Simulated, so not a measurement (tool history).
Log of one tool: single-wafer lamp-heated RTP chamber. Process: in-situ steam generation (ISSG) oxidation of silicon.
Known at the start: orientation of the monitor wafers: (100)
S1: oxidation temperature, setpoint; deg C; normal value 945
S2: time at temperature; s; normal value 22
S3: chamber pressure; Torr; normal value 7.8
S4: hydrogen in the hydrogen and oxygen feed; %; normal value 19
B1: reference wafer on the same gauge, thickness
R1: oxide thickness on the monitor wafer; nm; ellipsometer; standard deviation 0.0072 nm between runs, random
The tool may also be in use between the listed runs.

{"run": 1, "hour": 0.0, "S1": 945, "S2": 22, "S3": 7.8, "S4": 19, "B1": 3.93, "R1": 4.813}
{"run": 2, "hour": 14.5, "S1": 945, "S2": 22, "S3": 7.8, "S4": 23, "B1": 3.932, "R1": 5.044}
{"run": 3, "hour": 42.9, "S1": 945, "S2": 22, "S3": 7.8, "S4": 23, "B1": 3.929, "R1": 5.052}
{"run": 4, "hour": 77.8, "S1": 945, "S2": 22, "S3": 7.8, "S4": 23, "B1": 3.933, "R1": 5.041}
{"run": 5, "hour": 92.4, "S1": 945, "S2": 22, "S3": 7.8, "S4": 19, "B1": 3.931, "R1": 4.82}
{"run": 6, "hour": 116.1, "S1": 945, "S2": 22, "S3": 7.8, "S4": 19, "B1": 3.93, "R1": 4.84}
{"run": 7, "hour": 135.4, "S1": 945, "S2": 22, "S3": 7.8, "S4": 19, "B1": 3.93, "R1": 4.835}
{"run": 8, "hour": 158.7, "S1": 945, "S2": 22, "S3": 7.8, "S4": 19, "B1": 3.929, "R1": 4.835}
{"run": 9, "hour": 180.5, "S1": 945, "S2": 22, "S3": 6.9, "S4": 17, "B1": 3.928, "R1": 4.68}
{"hour": 215.7, "done": "pyrometer window cleaned and pyrometer calibrated"}
{"run": 10, "hour": 216.2, "S1": 945, "S2": 22, "S3": 6.9, "S4": 17, "B1": 3.93, "R1": 4.647}
{"run": 11, "hour": 239.3, "S1": 945, "S2": 22, "S3": 6.9, "S4": 17, "B1": 3.929, "R1": 4.655}
{"run": 12, "hour": 258.1, "S1": 945, "S2": 22, "S3": 6.9, "S4": 19, "B1": 3.929, "R1": 4.78}
{"run": 13, "hour": 275.9, "S1": 956, "S2": 22, "S3": 7.8, "S4": 19, "B1": 3.931, "R1": 4.987}
{"run": 14, "hour": 289.2, "S1": 956, "S2": 22, "S3": 7.8, "S4": 19, "B1": 3.931, "R1": 4.987}
{"run": 15, "hour": 301.3, "S1": 945, "S2": 25, "S3": 7.8, "S4": 19, "B1": 3.931, "R1": 5.081}
{"run": 16, "hour": 322.8, "S1": 926, "S2": 27, "S3": 8.2, "S4": 14, "B1": 3.931, "R1": 4.647}
{"run": 17, "hour": 350.4, "S1": 945, "S2": 16, "S3": 6.9, "S4": 19, "B1": 3.931, "R1": 4.216}
{"hour": 360.7, "done": "hydrogen flow controller replaced"}
{"run": 18, "hour": 380.4, "S1": 945, "S2": 22, "S3": 6.9, "S4": 17, "B1": 3.93, "R1": 4.678}
{"run": 19, "hour": 415.8, "S1": 951, "S2": 29, "S3": 6.9, "S4": 15, "B1": 3.931, "R1": 5.254}
{"hour": 436.5, "done": "pressure gauge zeroed"}
{"run": 20, "hour": 450.8, "S1": 933, "S2": 18, "S3": 8.6, "S4": 19, "B1": 3.93, "R1": 4.295}
{"hour": 475.2, "done": "pyrometer window cleaned and pyrometer calibrated"}
{"run": 21, "hour": 486.3, "S1": 931, "S2": 22, "S3": 7.8, "S4": 19, "B1": 3.929, "R1": 4.613}
{"run": 22, "hour": 501.2, "S1": 936, "S2": 15, "S3": 7.8, "S4": 23, "B1": 3.93, "R1": 4.223}
{"run": 23, "hour": 529.3, "S1": 945, "S2": 22, "S3": 9.0, "S4": 19, "B1": 3.928, "R1": 4.781}
{"hour": 545.1, "done": "gauge calibrated"}
{"run": 24, "hour": 565.3, "S1": 945, "S2": 22, "S3": 7.8, "S4": 19, "B1": 3.931, "R1": 4.824}
{"run": 25, "hour": 592.4, "S1": 962, "S2": 22, "S3": 7.8, "S4": 16, "B1": 3.929, "R1": 4.901}
{"run": 26, "hour": 612.8, "S1": 945, "S2": 22, "S3": 7.8, "S4": 19, "B1": 3.929, "R1": 4.826}
{"run": 27, "hour": 643.1, "S1": 945, "S2": 22, "S3": 7.8, "S4": 13, "B1": 3.931, "R1": 4.446}
{"run": 28, "hour": 675.7, "S1": 964, "S2": 19, "S3": 7.8, "S4": 25, "B1": 3.929, "R1": 5.143}
{"run": 29, "hour": 704.1, "S1": 945, "S2": 24, "S3": 7.8, "S4": 19, "B1": 3.931, "R1": 5.005}
{"hour": 731.3, "done": "pyrometer window cleaned and pyrometer calibrated"}
{"run": 30, "hour": 731.8, "S1": 945, "S2": 27, "S3": 9.1, "S4": 13, "B1": 3.929, "R1": 4.809}

Pick out some run-to-run changes in R1. Of each, how much would a tool without hidden state show as well, from the settings, what came in and chance, and how much is left for the hidden state and any gauge scatter not in both results compared?
What the log doesn't record here: true wafer temperature minus pyrometer reading, K; true pressure minus gauge reading, Torr; deviation of the hydrogen flow from its setpoint, %; gauge reads high (%).
Run 9 -> 10: pyrometer window cleaned and pyrometer calibrated. R1 -0.033 nm: hidden state -0.040, all else +0.007.
Run 18 -> 19: S1 945 -> 951, S2 22 -> 29, S4 17 -> 15. R1 +0.576 nm: hidden state +0.012, all else +0.564.
Run 19 -> 20: S1 951 -> 933, S2 29 -> 18, S3 6.9 -> 8.6, S4 15 -> 19, pressure gauge zeroed. R1 -0.959 nm: hidden state -0.015, all else -0.944.
Run 20 -> 21: S1 933 -> 931, S2 18 -> 22, S3 8.6 -> 7.8, pyrometer window cleaned and pyrometer calibrated. R1 +0.318 nm: hidden state -0.023, all else +0.341.
Run 27 -> 28: S1 945 -> 964, S2 22 -> 19, S4 13 -> 25. R1 +0.697 nm: hidden state +0.010, all else +0.687.
Run 29 -> 30: S2 24 -> 27, S3 7.8 -> 9.1, S4 19 -> 13, pyrometer window cleaned and pyrometer calibrated. R1 -0.196 nm: hidden state -0.038, all else -0.158.
